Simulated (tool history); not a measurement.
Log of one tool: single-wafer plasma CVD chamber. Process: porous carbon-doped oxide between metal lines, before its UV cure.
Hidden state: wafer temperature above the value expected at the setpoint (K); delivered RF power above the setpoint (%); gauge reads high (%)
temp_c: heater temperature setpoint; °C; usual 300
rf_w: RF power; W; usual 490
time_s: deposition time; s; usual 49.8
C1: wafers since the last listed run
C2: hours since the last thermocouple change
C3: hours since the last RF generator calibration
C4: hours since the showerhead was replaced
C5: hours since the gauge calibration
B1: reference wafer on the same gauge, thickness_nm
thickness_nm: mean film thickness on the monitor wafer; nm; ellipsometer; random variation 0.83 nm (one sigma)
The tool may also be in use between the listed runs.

run 1 hour=0.0 | temp_c=300 rf_w=490 time_s=49.8 | C1=0 C2=1279.7 C3=1611.7 C4=7446.8 C5=616.1 | B1=276.921 | thickness_nm=270.751
run 2 hour=36.4 | temp_c=300 rf_w=490 time_s=49.8 | C1=373 C2=1316.1 C3=1648.1 C4=7483.2 C5=652.5 | B1=276.804 | thickness_nm=271.416
run 3 hour=88.6 | temp_c=303 rf_w=490 time_s=49.8 | C1=535 C2=1368.3 C3=1700.3 C4=7535.4 C5=704.7 | B1=276.999 | thickness_nm=267.911
run 4 hour=128.0 | temp_c=296 rf_w=490 time_s=49.8 | C1=404 C2=1407.7 C3=1739.7 C4=7574.8 C5=744.1 | B1=276.916 | thickness_nm=277.213
run 5 hour=177.3 | temp_c=296 rf_w=490 time_s=49.8 | C1=505 C2=1457.0 C3=1789.0 C4=7624.1 C5=793.4 | B1=277.004 | thickness_nm=276.611
run 6 hour=227.7 | temp_c=296 rf_w=490 time_s=49.8 | C1=516 C2=1507.4 C3=1839.4 C4=7674.5 C5=843.8 | B1=277.066 | thickness_nm=274.984
run 7 hour=252.3 | temp_c=300 rf_w=530 time_s=49.8 | C1=252 C2=1532.0 C3=1864.0 C4=7699.1 C5=868.4 | B1=277.023 | thickness_nm=284.334
run 8 hour=293.3 | temp_c=300 rf_w=530 time_s=49.8 | C1=420 C2=1573.0 C3=1905.0 C4=7740.1 C5=909.4 | B1=277.137 | thickness_nm=285.084
run 9 hour=324.1 | temp_c=300 rf_w=530 time_s=49.8 | C1=315 C2=1603.8 C3=1935.8 C4=7770.9 C5=940.2 | B1=276.779 | thickness_nm=286.357
-- hour=383.2 RF generator calibrated
run 10 hour=394.4 | temp_c=300 rf_w=490 time_s=49.8 | C1=639 C2=1674.1 C3=11.2 C4=7841.2 C5=1010.5 | B1=276.935 | thickness_nm=282.874
-- hour=402.6 showerhead replaced
run 11 hour=450.7 | temp_c=300 rf_w=490 time_s=49.8 | C1=495 C2=1730.4 C3=67.5 C4=48.1 C5=1066.8 | B1=276.898 | thickness_nm=281.585
run 12 hour=490.7 | temp_c=300 rf_w=490 time_s=49.8 | C1=410 C2=1770.4 C3=107.5 C4=88.1 C5=1106.8 | B1=277.069 | thickness_nm=281.615
run 13 hour=527.3 | temp_c=300 rf_w=565 time_s=49.8 | C1=375 C2=1807.0 C3=144.1 C4=124.7 C5=1143.4 | B1=276.842 | thickness_nm=308.948
run 14 hour=567.4 | temp_c=290 rf_w=415 time_s=56.8 | C1=411 C2=1847.1 C3=184.2 C4=164.8 C5=1183.5 | B1=276.984 | thickness_nm=298.048
run 15 hour=599.9 | temp_c=314 rf_w=405 time_s=57.0 | C1=333 C2=1879.6 C3=216.7 C4=197.3 C5=1216.0 | B1=277.075 | thickness_nm=259.812

Forecast run 16:
-- hour=618.3 gauge calibrated
run 16 hour=641.8 | temp_c=300 rf_w=435 time_s=46.9 | C1=429 C2=1921.5 C3=258.6 C4=239.2 C5=23.5 | B1=? | thickness_nm=?

B1: 277.045
thickness_nm: 241.598 nm
Without the tool's hidden state the same run would have given thickness_nm 246.134 nm.
